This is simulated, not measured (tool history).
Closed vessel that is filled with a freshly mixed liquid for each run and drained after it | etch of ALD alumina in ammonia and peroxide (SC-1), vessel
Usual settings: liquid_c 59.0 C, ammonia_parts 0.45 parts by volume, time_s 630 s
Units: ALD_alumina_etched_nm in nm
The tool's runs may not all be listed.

run,hour,liquid_c,ammonia_parts,time_s,"read-back film thickness of the ALD alumina reference wafer, read on the same gauge (nm)",ALD_alumina_etched_nm
1,0.0,59.0,0.45,435,149.98,21.71
# hour 36.2: thermometer replaced
2,54.4,59.0,0.45,435,149.99,22.62
3,79.7,59.0,0.45,355,150.01,18.82
4,122.5,59.0,0.45,630,150.06,32.93
# hour 172.6: new drum of ammonia solution connected
5,192.7,59.0,0.45,630,150.00,32.94
6,233.8,59.0,0.45,630,150.02,32.60
7,298.8,59.0,0.45,630,150.01,32.62
8,343.7,59.0,0.45,630,149.99,32.54
9,384.0,59.0,0.45,630,150.01,32.58
10,424.0,67.5,0.30,890,149.96,68.81
# hour 435.2: ammonia flow meter replaced
11,453.0,62.5,0.45,1010,150.00,61.32
12,494.4,65.5,0.45,765,150.00,54.32
13,529.9,63.0,0.45,630,150.03,39.41
14,558.5,50.5,0.35,735,149.97,23.06
15,593.2,65.5,0.45,785,149.94,55.44
# hour 637.9: gauge calibrated
16,650.9,59.0,0.45,630,149.99,31.46
17,695.4,59.0,0.45,630,150.00,31.53
18,856.7,61.5,0.35,515,150.02,28.64
# hour 858.9: new drum of ammonia solution connected
# hour 868.2: thermometer replaced
19,923.5,54.5,0.45,510,149.98,21.00
20,979.1,59.0,0.45,630,149.95,33.46
21,1010.3,53.5,0.65,940,149.98,37.94
22,1035.6,59.0,0.45,435,150.03,22.96
23,1087.5,63.0,0.35,630,149.98,39.10
24,1158.9,59.0,0.60,630,150.00,33.62
25,1184.0,59.0,0.45,630,150.04,32.39
26,1226.2,59.0,0.45,770,150.01,39.41
27,1290.2,56.5,0.45,910,150.00,41.39
28,1344.8,49.5,0.45,895,150.04,27.40

Forecast each of these 5 alternatives for the next run:
A,1345.6,59.0,0.45,630,?,?
B,1345.6,59.0,0.45,470,?,?
C,1345.6,56.5,0.25,805,?,?
D,1345.6,56.0,0.45,630,?,?
E,1345.6,56.5,0.60,360,?,?

run,"read-back film thickness of the ALD alumina reference wafer, read on the same gauge (nm)",ALD_alumina_etched_nm
A,150.05,32.27
B,150.05,24.07
C,150.05,34.22
D,150.05,27.57
E,150.05,16.62
Without the tool's hidden state the same runs would have given:
run,ALD_alumina_etched_nm
A,33.32
B,24.86
C,35.35
D,28.49
E,17.18

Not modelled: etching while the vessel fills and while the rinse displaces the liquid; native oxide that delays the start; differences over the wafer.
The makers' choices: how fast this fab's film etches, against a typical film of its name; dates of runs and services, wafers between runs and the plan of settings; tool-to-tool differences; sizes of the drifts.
